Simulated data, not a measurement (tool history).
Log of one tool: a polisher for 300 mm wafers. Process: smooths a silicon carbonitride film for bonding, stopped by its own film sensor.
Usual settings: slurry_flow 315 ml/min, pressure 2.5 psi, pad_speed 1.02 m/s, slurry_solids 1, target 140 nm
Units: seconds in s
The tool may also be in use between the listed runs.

run	hour	slurry_flow	pressure	pad_speed	slurry_solids	target	incoming thickness of the incoming film, nm	seconds
1	0	315	2.5	1.02	1	140	158.6	50.9
2	27.8	315	2.5	1.02	1	140	160.2	56.6
3	53.3	285	2.5	1.02	1	140	159.4	55.1
4	100.5	315	3.2	1.02	1	140	159	42.2
5	168	315	2.5	1.02	1	140	159	52.6
6	239.6	315	2.5	1.02	1	140	158	50.7
7	282.1	315	2.5	1.02	1	140	158.4	54.2
8	350.2	315	2.5	1.02	1	140	163.3	60.6
9	382.1	315	2.5	1.02	1	140	159.5	55
10	411.8	315	2.5	1.02	1	140	160	56.4
11	451.6	315	2.5	1.02	1	140	160.3	58.7
12	487.7	420	1.7	1.02	1	140	161.4	90.6
13	523.2	315	2.5	1.02	1	140	161.4	63.2
14	588	370	2.9	1.02	0.8	134	160.5	68
15	649.4	315	2.5	1.34	1	140	159.5	45.5
16	710.9	315	2.5	1.02	1	140	159.9	56.8
17	773.9	315	2.5	1.36	1	140	158.7	40.6
18	844.3	315	2.5	1.02	1	140	159.8	56.9
19	872.2	315	1.9	1.36	1	140	162.9	70
20	901.5	315	2.1	1.02	0.75	135	162.2	109.1
21	964.3	315	2.5	1.02	1.25	137	162.9	64.4
22	1005.8	410	2.5	1.02	1	140	160.5	56.1

Not shown: 13 entries that the log had between the listed runs. Between which runs, and how does the tool's hidden state differ before and after?
Between runs 2 and 3: slurry blender recalibrated (hour 38.5)
  removal rate lost through wear of the pad, %: 6.95 -> 8.23
  measured less the result without the state, seconds: +3.9 -> +4.5 s
Between runs 4 and 5: worn pad replaced by a new one (hour 147.3)
  removal rate lost through wear of the pad, %: 9.63 -> 2.93
  measured less the result without the state, seconds: +4 -> +1.5 s
Between runs 5 and 6: slurry blender recalibrated (hour 227.6)
  removal rate lost through wear of the pad, %: 2.93 -> 8.02
  measured less the result without the state, seconds: +1.5 -> +4.1 s
Between runs 7 and 8: slurry nozzle cleaned (hour 345.2); worn pad replaced by a new one (hour 349.7)
  removal rate lost through wear of the pad, %: 9.28 -> 0.633
  measured less the result without the state, seconds: +5 -> +0.4 s
Between runs 10 and 11: slurry blender recalibrated (hour 419.6)
  removal rate lost through wear of the pad, %: 6.93 -> 8.8
  measured less the result without the state, seconds: +3.9 -> +5.1 s
Between runs 12 and 13: head pressure recalibrated (hour 500.1)
  removal rate lost through wear of the pad, %: 9.77 -> 10.3
  measured less the result without the state, seconds: +8.8 -> +6.5 s
Between runs 13 and 14: worn pad replaced by a new one (hour 544.3)
  removal rate lost through wear of the pad, %: 10.3 -> 5.19
  measured less the result without the state, seconds: +6.5 -> +3.5 s
Between runs 14 and 15: slurry blender recalibrated (hour 612.3)
  removal rate lost through wear of the pad, %: 5.19 -> 8.49
  measured less the result without the state, seconds: +3.5 -> +3.9 s
Between runs 16 and 17: worn pad replaced by a new one (hour 715.4)
  removal rate lost through wear of the pad, %: 9.81 -> 6.15
  measured less the result without the state, seconds: +5.6 -> +2.5 s
Between runs 17 and 18: slurry blender recalibrated (hour 784)
  removal rate lost through wear of the pad, %: 6.15 -> 9.02
  measured less the result without the state, seconds: +2.5 -> +5.1 s
Between runs 20 and 21: worn pad replaced by a new one (hour 946.4)
  removal rate lost through wear of the pad, %: 9.9 -> 3.23
  measured less the result without the state, seconds: +10.8 -> +2 s
Between runs 21 and 22: slurry blender recalibrated (hour 1002.4)
  removal rate lost through wear of the pad, %: 3.23 -> 6.96
  measured less the result without the state, seconds: +2 -> +3.9 s

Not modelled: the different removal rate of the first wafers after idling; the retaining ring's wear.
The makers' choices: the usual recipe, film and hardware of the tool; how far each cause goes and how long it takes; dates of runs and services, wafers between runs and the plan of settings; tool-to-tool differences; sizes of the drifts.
